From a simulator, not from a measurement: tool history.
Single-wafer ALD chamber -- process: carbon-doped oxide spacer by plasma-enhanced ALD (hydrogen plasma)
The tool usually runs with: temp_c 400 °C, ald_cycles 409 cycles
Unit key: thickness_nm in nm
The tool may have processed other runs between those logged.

run    hour  temp_c  ald_cycles  wafers since the last listed run  hours since the last thermocouple change  hours since the gauge calibration  read-back reference wafer on the same gauge, thickness_nm  thickness_nm
  1       0     400         409                                 0                                    1495.4                                 12                                                     17.262        19.517
  2      78     397         376                                81                                    1573.4                                 90                                                     17.269        17.984
  3   160.7     397         376                                85                                    1656.1                              172.7                                                     17.277        17.937
  4   228.8     397         376                                70                                    1724.2                              240.8                                                     17.257        17.919
  5   300.8     400         449                                74                                    1796.2                              312.8                                                     17.247        21.332
  6   343.7     400         449                                44                                    1839.1                              355.7                                                     17.236        21.482
  7   421.7     400         472                                81                                    1917.1                              433.7                                                     17.225        22.546
  8   479.9     400         472                                60                                    1975.3                              491.9                                                     17.206        22.354
  9   531.2     400         472                                53                                    2026.6                              543.2                                                       17.2        22.436
 10   622.8     400         409                                95                                    2118.2                              634.8                                                     17.161          19.4
 11   671.2     389         481                                50                                    2166.6                              683.2                                                     17.142        22.792
 12   762.7     392         409                                95                                    2258.1                              774.7                                                     17.094        19.355
        809  -- gauge calibrated
 13   845.3     391         409                                85                                    2340.7                               36.3                                                     17.267        19.498
 14     909     388         409                                66                                    2404.4                                100                                                     17.276        19.529
      957.8  -- thermocouple changed; heater temperature recalibrated
 15  1006.8     388         350                                93                                        49                              197.8                                                     17.264         16.72
 16  1054.9     396         377                                49                                      97.1                              245.9                                                     17.252        18.064
 17    1099     400         409                                45                                     141.2                                290                                                     17.256        19.478
 18  1147.3     411         364                                50                                     189.5                              338.3                                                      17.25        16.622
 19  1246.2     393         354                               102                                     288.4                              437.2                                                     17.206        16.856

What if the next run were any one of these 5? Each begins from the tool's condition after run 19:
  A  1247.2     408         409                                 1                                     289.4                              438.2                                                          ?             ?
  B  1247.2     400         372                                 1                                     289.4                              438.2                                                          ?             ?
  C  1247.2     400         480                                 1                                     289.4                              438.2                                                          ?             ?
  D  1247.2     396         336                                 1                                     289.4                              438.2                                                          ?             ?
  E  1247.2     409         339                                 1                                     289.4                              438.2                                                          ?             ?

run  read-back reference wafer on the same gauge, thickness_nm  thickness_nm
  A                                                     17.222        18.945
  B                                                     17.222        17.716
  C                                                     17.222         22.86
  D                                                     17.222        16.002
  E                                                     17.222        15.648
Stripped of hidden state, with their random variation kept, the same runs would have yielded:
run  thickness_nm
  A        19.033
  B        17.798
  C        22.965
  D        16.076
  E         15.72
